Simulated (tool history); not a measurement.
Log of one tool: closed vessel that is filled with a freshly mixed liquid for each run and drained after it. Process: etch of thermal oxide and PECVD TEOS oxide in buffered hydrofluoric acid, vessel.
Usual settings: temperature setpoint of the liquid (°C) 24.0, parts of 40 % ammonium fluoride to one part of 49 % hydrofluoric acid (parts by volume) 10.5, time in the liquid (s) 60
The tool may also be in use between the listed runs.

run	hour	temperature setpoint of the liquid (°C)	parts of 40 % ammonium fluoride to one part of 49 % hydrofluoric acid (parts by volume)	time in the liquid (s)	read-back film thickness of the thermal oxide reference wafer, read on the same gauge (nm)	read-back film thickness of the PECVD TEOS oxide reference wafer, read on the same gauge (nm)	thickness taken off the thermal oxide on a monitor wafer (nm)	thickness taken off the PECVD TEOS oxide on a monitor wafer (nm)
1	0.0	24.0	13.5	60	100.01	90.00	47.24	82.15
2	12.4	24.0	13.5	60	100.00	90.02	47.14	81.52
3	24.1	24.0	10.5	60	99.97	89.99	60.81	103.32
4	30.4	24.0	10.5	60	99.98	89.99	60.33	106.19
5	41.4	24.0	10.5	60	100.01	89.97	60.55	105.04
6	56.7	24.0	10.5	60	100.03	90.02	60.23	105.06
7	64.8	24.0	10.5	60	99.99	90.01	60.11	104.13
8	77.4	24.0	7.5	60	99.98	89.98	81.37	141.64
9	86.4	24.0	10.5	60	100.04	89.98	60.16	104.54
10	104.2	24.0	10.5	60	99.99	89.99	67.68	115.98
11	110.3	24.0	10.5	60	99.98	90.00	67.58	118.73
12	128.0	24.0	10.5	60	100.00	89.97	67.36	115.28
13	140.2	28.0	10.5	45	99.99	89.99	62.82	107.69
14	153.5	24.0	10.5	60	100.00	90.03	67.16	116.75
15	162.4	20.5	10.5	60	99.99	89.99	55.06	96.79
16	173.5	24.0	10.5	30	100.03	90.00	33.57	57.58
17	189.0	24.0	10.5	60	100.00	89.98	67.02	117.89
18	195.0	20.0	10.5	60	100.00	90.02	53.85	92.27
19	206.8	28.0	8.0	35	100.01	90.02	61.81	107.83
20	220.6	20.0	10.5	30	100.01	90.01	26.82	46.42
21	235.5	22.5	13.0	90	99.98	89.96	74.98	131.49
22	248.7	24.0	6.5	80	100.02	90.00	140.21	241.39
23	261.2	24.0	10.5	60	99.99	89.99	66.68	115.21

Taken out of this log: 3 entries between the listed runs. Where each belongs, and how the hidden state differs across it:
Between runs 9 and 10: hydrofluoric acid flow meter replaced (hour 88.7)
  hydrofluoric acid flow below the setpoint (%): 11.2 -> 0.169
  measured less the result without the state, thickness taken off the thermal oxide on a monitor wafer (nm): -7.38 -> -0.11; thickness taken off the PECVD TEOS oxide on a monitor wafer (nm): -12.82 -> -0.19
Between runs 15 and 16: gauge calibrated (hour 166.8)
  hydrofluoric acid flow below the setpoint (%): 0.489 -> 0.55
  measured less the result without the state, thickness taken off the thermal oxide on a monitor wafer (nm): -0.26 -> -0.18; thickness taken off the PECVD TEOS oxide on a monitor wafer (nm): -0.47 -> -0.31
Between runs 16 and 17: thermometer replaced (hour 182.6)
  hydrofluoric acid flow below the setpoint (%): 0.55 -> 0.635
  measured less the result without the state, thickness taken off the thermal oxide on a monitor wafer (nm): -0.18 -> -0.42; thickness taken off the PECVD TEOS oxide on a monitor wafer (nm): -0.31 -> -0.73

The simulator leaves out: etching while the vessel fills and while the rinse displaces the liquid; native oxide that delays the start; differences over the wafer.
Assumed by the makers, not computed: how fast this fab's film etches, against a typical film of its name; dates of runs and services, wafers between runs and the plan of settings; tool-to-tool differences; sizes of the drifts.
